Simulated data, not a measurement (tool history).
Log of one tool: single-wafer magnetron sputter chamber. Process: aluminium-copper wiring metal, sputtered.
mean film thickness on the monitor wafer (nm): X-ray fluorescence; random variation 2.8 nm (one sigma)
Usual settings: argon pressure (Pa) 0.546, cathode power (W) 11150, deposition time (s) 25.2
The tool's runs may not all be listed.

run	day	argon pressure (Pa)	cathode power (W)	deposition time (s)	read-back reference wafer on the same gauge, thickness_nm	mean film thickness on the monitor wafer (nm)
1	0.000	0.546	11150	25.2	459.142	479.082
2	1.138	0.546	11150	25.2	458.980	482.688
3	2.029	0.546	11150	25.2	458.818	478.869
4	3.254	0.546	11150	25.2	459.327	479.118
5	3.800	0.546	11150	25.2	459.851	474.589
6	4.975	0.546	12100	28.3	458.788	576.227
7	5.933	0.546	12100	28.3	458.781	575.863
# day 7.075: sputter target and shields replaced
8	7.133	0.546	9300	25.2	458.998	414.160
9	8.538	0.546	12200	25.2	458.965	542.020
10	9.308	0.546	10450	25.2	459.246	465.296
11	10.279	0.546	10450	25.2	459.397	460.679
12	11.617	0.546	10450	25.2	458.242	456.792
# day 12.304: gauge calibrated
13	13.092	0.502	11750	25.2	459.305	528.033
14	13.650	0.502	11750	25.2	459.184	524.212
15	14.404	0.502	11750	25.2	459.186	528.239
16	15.071	0.546	11150	25.2	458.587	482.804
17	16.429	0.546	11150	25.2	459.197	483.685
18	17.383	0.475	13750	20.3	459.273	496.650
# day 17.883: capacitance manometer re-zeroed and calibrated
19	18.196	0.333	11150	25.2	459.651	553.399

Run 20 comes next. What will it give?
20	19.004	0.358	8700	25.2	?	?

read-back reference wafer on the same gauge, thickness_nm: 459.585
mean film thickness on the monitor wafer (nm): 419.902
Without the tool's hidden state the same run would have given mean film thickness on the monitor wafer (nm) 440.911.

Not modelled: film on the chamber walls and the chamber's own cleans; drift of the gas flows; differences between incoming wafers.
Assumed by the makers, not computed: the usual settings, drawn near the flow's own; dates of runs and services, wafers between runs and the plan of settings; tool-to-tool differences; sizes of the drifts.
